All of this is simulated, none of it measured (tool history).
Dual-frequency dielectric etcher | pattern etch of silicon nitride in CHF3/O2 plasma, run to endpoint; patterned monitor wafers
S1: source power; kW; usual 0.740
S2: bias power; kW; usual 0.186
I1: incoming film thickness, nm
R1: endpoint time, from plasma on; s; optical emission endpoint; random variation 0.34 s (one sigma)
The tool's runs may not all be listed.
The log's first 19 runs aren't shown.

run   hour     S1     S2    I1    R1
 20  520.5  0.800  0.222  92.3  55.5
 21  554.5  0.740  0.207  92.1  58.3
 22  586.3  0.870  0.162  93.2  59.4
     633.1  -- wet clean of the chamber
 23  633.6  0.740  0.186  92.1  56.4
 24  638.1  0.880  0.203  92.3  52.7
 25  662.1  0.800  0.204  92.8  54.8
 26  682.2  0.900  0.161  92.2  55.7
 27  708.4  0.740  0.215  92.2  55.4
 28  752.6  0.600  0.158  93.0  64.5
 29  764.7  0.660  0.152  92.8  64.2
 30  793.1  0.740  0.186  92.6  57.8
 31  807.8  0.740  0.186  92.5  58.3
 32  835.7  0.630  0.149  92.9  65.9
 33  862.8  0.580  0.186  92.5  63.2
 34  885.1  0.830  0.147  92.4  60.1

5 ways to go on from here, each from the tool as it stands after run 34. What would each give?
  A  885.5  0.740  0.222  92.4   ?
  B  885.5  0.610  0.221  92.4   ?
  C  885.5  0.820  0.142  92.4   ?
  D  885.5  0.850  0.148  92.4   ?
  E  885.5  0.900  0.216  92.4   ?

run    R1
  A  55.9
  B  59.6
  C  60.6
  D  59.3
  E  52.8
Without the tool's hidden state the same runs would have given:
run    R1
  A  54.5
  B  58.1
  C  59.0
  D  57.7
  E  51.4
